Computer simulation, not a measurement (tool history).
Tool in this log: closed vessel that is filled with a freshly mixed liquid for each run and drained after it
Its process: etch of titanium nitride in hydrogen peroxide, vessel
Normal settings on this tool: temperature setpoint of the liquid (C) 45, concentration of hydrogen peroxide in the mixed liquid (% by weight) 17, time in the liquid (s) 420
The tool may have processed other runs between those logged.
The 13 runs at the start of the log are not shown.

run,day,temperature setpoint of the liquid (C),concentration of hydrogen peroxide in the mixed liquid (% by weight),time in the liquid (s),wafers since the last listed run,hours since the thermometer was replaced,hours since the peroxide flow meter was replaced,hours since the drum of peroxide was connected,hours since the gauge calibration,"read-back film thickness of the titanium nitride reference wafer, read on the same gauge (nm)",thickness taken off the titanium nitride on a monitor wafer (Å)
14,7.55,45,17,360,1053,20.1,2168.4,61.5,28,59.95,187.7
15,8.162,45,17,420,1579,34.8,2183.1,76.2,42.7,59.97,218.3
16,8.504,55,18.5,175,881,43,2191.3,84.4,50.9,60.01,191
17,9.167,45,17,420,1708,58.9,2207.2,100.3,66.8,59.95,218.1
18,9.458,45,20.5,170,752,65.9,2214.2,107.3,73.8,60,92
# day 11.071: peroxide flow meter replaced
19,11.492,36,14.5,605,5137,114.7,10.1,156.1,122.6,59.97,152.5
20,12.142,45,17,420,1676,130.3,25.7,171.7,138.2,60,218
21,12.467,45,13.5,420,838,138.1,33.5,179.5,146,59.97,207.1
22,13.092,53.5,12.5,420,1612,153.1,48.5,194.5,161,60.03,376.8
23,13.662,52.5,13,490,1472,166.8,62.2,208.2,174.7,60,413
24,14.071,40,17,340,1053,176.6,72,218,184.5,60.02,121.2
25,14.679,51,17,420,1569,191.2,86.6,232.6,199.1,60.03,334
26,14.988,38.5,13,570,795,198.6,94,240,206.5,59.98,169.3
27,15.329,53.5,12.5,420,881,206.8,102.2,248.2,214.7,60.01,378
28,15.838,38.5,17,565,1311,219,114.4,260.4,226.9,59.98,178
29,16.488,45,17,420,1676,234.6,130,276,242.5,60.03,216.8
30,16.979,45,21.5,615,1268,246.4,141.8,287.8,254.3,60.02,332.9

Below are 3 alternative next runs, each starting from the tool's condition after run 30. Predict each:
A,17.012,45,17,520,85,247.2,142.6,288.6,255.1,?,?
B,17.012,36.5,12.5,420,85,247.2,142.6,288.6,255.1,?,?
C,17.012,36,17,260,85,247.2,142.6,288.6,255.1,?,?

run,"read-back film thickness of the titanium nitride reference wafer, read on the same gauge (nm)",thickness taken off the titanium nitride on a monitor wafer (Å)
A,60.03,264.6
B,60.03,104.5
C,60.03,66.3
With the hidden condition removed and each run's random variation left untouched, the same runs would have given:
run,thickness taken off the titanium nitride on a monitor wafer (Å)
A,268.2
B,105.9
C,67.3
